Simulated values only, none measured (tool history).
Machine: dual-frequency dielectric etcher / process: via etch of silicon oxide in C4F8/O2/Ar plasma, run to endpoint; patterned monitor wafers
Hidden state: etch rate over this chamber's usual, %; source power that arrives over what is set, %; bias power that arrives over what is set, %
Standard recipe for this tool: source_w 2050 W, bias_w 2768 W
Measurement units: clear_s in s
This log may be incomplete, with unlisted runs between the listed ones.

| run | hour | source_w | bias_w | wafers since the last listed run | hours since the last wet clean | hours since the last source power generator calibration | hours since the last bias power generator calibration | hours since the last upper electrode change | incoming incoming film thickness, nm | clear_s |
|---|---|---|---|---|---|---|---|---|---|---|
| 1 | 0.0 | 2050 | 2617 | 0 | 137.5 | 2827.4 | 1241.8 | 2560.8 | 1985.1 | 374.4 |
| 2 | 62.1 | 2050 | 2617 | 372 | 199.6 | 2889.5 | 1303.9 | 2622.9 | 1977.7 | 374.1 |
| 3 | 86.7 | 2050 | 2768 | 147 | 224.2 | 2914.1 | 1328.5 | 2647.5 | 1981.9 | 370.6 |
| 4 | 111.2 | 2050 | 2768 | 147 | 248.7 | 2938.6 | 1353.0 | 2672.0 | 1965.2 | 368.7 |
| 5 | 151.1 | 2050 | 2768 | 239 | 288.6 | 2978.5 | 1392.9 | 2711.9 | 1968.1 | 368.5 |
| 6 | 192.9 | 2050 | 2768 | 251 | 330.4 | 3020.3 | 1434.7 | 2753.7 | 1978.3 | 371.4 |
|  | 246.8 | wet clean of the chamber |
|  | 264.6 | upper electrode replaced |
| 7 | 265.1 | 2050 | 2768 | 182 | 18.3 | 3092.5 | 1506.9 | 0.5 | 1981.4 | 366.3 |
| 8 | 296.0 | 2050 | 2768 | 185 | 49.2 | 3123.4 | 1537.8 | 31.4 | 1968.8 | 362.9 |
| 9 | 334.4 | 2340 | 2159 | 230 | 87.6 | 3161.8 | 1576.2 | 69.8 | 1972.5 | 377.3 |
| 10 | 370.6 | 2050 | 2768 | 217 | 123.8 | 3198.0 | 1612.4 | 106.0 | 1964.2 | 365.6 |
|  | 379.8 | source power generator calibrated |
| 11 | 425.7 | 2050 | 2768 | 306 | 178.9 | 45.9 | 1667.5 | 161.1 | 1979.6 | 369.7 |
|  | 434.9 | bias power generator calibrated |
| 12 | 467.7 | 2050 | 3222 | 228 | 220.9 | 87.9 | 32.8 | 203.1 | 2005.7 | 358.1 |
| 13 | 573.8 | 1910 | 2534 | 637 | 327.0 | 194.0 | 138.9 | 309.2 | 1975.4 | 391.5 |
|  | 618.9 | wet clean of the chamber |
| 14 | 621.2 | 2050 | 3222 | 140 | 2.3 | 241.4 | 186.3 | 356.6 | 1961.6 | 341.6 |
| 15 | 658.6 | 1920 | 2543 | 224 | 39.7 | 278.8 | 223.7 | 394.0 | 1983.7 | 384.0 |
| 16 | 718.3 | 2300 | 3247 | 358 | 99.4 | 338.5 | 283.4 | 453.7 | 1985.6 | 336.5 |
| 17 | 762.4 | 1680 | 2165 | 264 | 143.5 | 382.6 | 327.5 | 497.8 | 1966.6 | 418.2 |

Here are 5 independent what-if runs from the current tool condition. What would each one return?
| A | 762.9 | 2050 | 3247 | 3 | 144.0 | 383.1 | 328.0 | 498.3 | 1970.9 | ? |
| B | 762.9 | 1810 | 2768 | 3 | 144.0 | 383.1 | 328.0 | 498.3 | 1970.9 | ? |
| C | 762.9 | 2260 | 2962 | 3 | 144.0 | 383.1 | 328.0 | 498.3 | 1970.9 | ? |
| D | 762.9 | 2050 | 3263 | 3 | 144.0 | 383.1 | 328.0 | 498.3 | 1970.9 | ? |
| E | 762.9 | 1890 | 2768 | 3 | 144.0 | 383.1 | 328.0 | 498.3 | 1970.9 | ? |

| run | clear_s |
|---|---|
| A | 345.9 |
| B | 377.9 |
| C | 345.2 |
| D | 345.3 |
| E | 372.9 |
Without the tool's hidden state the same runs would have given:
| run | clear_s |
|---|---|
| A | 343.1 |
| B | 374.9 |
| C | 342.4 |
| D | 342.5 |
| E | 369.9 |
